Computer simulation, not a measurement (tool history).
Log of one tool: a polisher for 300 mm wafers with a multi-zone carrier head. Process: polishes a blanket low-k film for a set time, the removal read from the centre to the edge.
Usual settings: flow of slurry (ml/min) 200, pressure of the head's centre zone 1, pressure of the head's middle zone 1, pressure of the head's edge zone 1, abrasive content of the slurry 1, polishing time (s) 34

| run | hour | flow of slurry (ml/min) | pressure of the head's centre zone | pressure of the head's middle zone | pressure of the head's edge zone | abrasive content of the slurry | polishing time (s) | incoming thickness of the incoming film, nm | film removed at the wafer's centre (angstrom) | film removed at mid-radius (angstrom) | film removed at the wafer's edge (angstrom) |
|---|---|---|---|---|---|---|---|---|---|---|---|
| 1 | 0 | 200 | 1 | 1 | 1 | 1 | 34 | 642.8 | 204 | 192 | 199 |
|  | 18.9 | worn pad replaced by a new one |
| 2 | 19.4 | 200 | 1 | 1 | 0.96 | 0.8 | 44 | 644.1 | 248 | 230 | 239 |
| 3 | 41.8 | 230 | 1 | 1 | 1 | 1 | 25 | 640.5 | 156 | 142 | 151 |
| 4 | 72.7 | 200 | 1 | 1 | 1 | 1 | 34 | 640 | 206 | 189 | 199 |
| 5 | 105 | 200 | 1 | 0.97 | 0.96 | 1 | 34 | 639.8 | 201 | 184 | 196 |
|  | 146.8 | carrier head's membrane replaced by a new one |
|  | 160.4 | centre zone pressure recalibrated |
| 6 | 185.7 | 200 | 1 | 1 | 1 | 1 | 34 | 657 | 198 | 190 | 198 |
| 7 | 203.1 | 200 | 1 | 1 | 1 | 1 | 34 | 641.5 | 199 | 186 | 196 |
|  | 214.8 | worn pad replaced by a new one |
| 8 | 223.1 | 255 | 1 | 0.97 | 1 | 1 | 34 | 648 | 207 | 189 | 202 |
| 9 | 241.9 | 200 | 1 | 1 | 1 | 1.15 | 34 | 647.2 | 206 | 196 | 204 |
| 10 | 276.1 | 150 | 1.1 | 1.06 | 1 | 1 | 39 | 657 | 234 | 213 | 212 |
| 11 | 298.8 | 265 | 1.05 | 1.04 | 1 | 1 | 28 | 654.1 | 182 | 167 | 165 |
| 12 | 311.1 | 200 | 1 | 0.9 | 1.05 | 0.75 | 42 | 646.8 | 227 | 195 | 226 |
| 13 | 342.4 | 200 | 1 | 1 | 1 | 1 | 34 | 660.1 | 203 | 184 | 193 |
| 14 | 374.4 | 235 | 1 | 0.92 | 1 | 1 | 34 | 650.6 | 209 | 177 | 197 |
| 15 | 396.1 | 170 | 0.91 | 1.09 | 1 | 1 | 34 | 663.9 | 179 | 194 | 188 |
| 16 | 426.5 | 240 | 0.89 | 1 | 1 | 1 | 34 | 646.3 | 186 | 193 | 197 |
| 17 | 455.8 | 200 | 1 | 1 | 1 | 1 | 34 | 664.7 | 204 | 184 | 196 |
|  | 460.2 | centre zone pressure recalibrated |
|  | 464.6 | worn pad replaced by a new one |
| 18 | 477.6 | 200 | 1 | 1 | 1.08 | 1 | 34 | 650.4 | 192 | 183 | 198 |

Forecast run 19:
| 19 | 492.8 | 200 | 0.94 | 1 | 1 | 1 | 34 | 652.9 | ? | ? | ? |

{"run 19": {"film removed at the wafer's centre (angstrom)": 180, "film removed at mid-radius (angstrom)": 189, "film removed at the wafer's edge (angstrom)": 192}}
Without the tool's hidden state the same run would have given film removed at the wafer's centre (angstrom) 190, film removed at mid-radius (angstrom) 199, film removed at the wafer's edge (angstrom) 199.
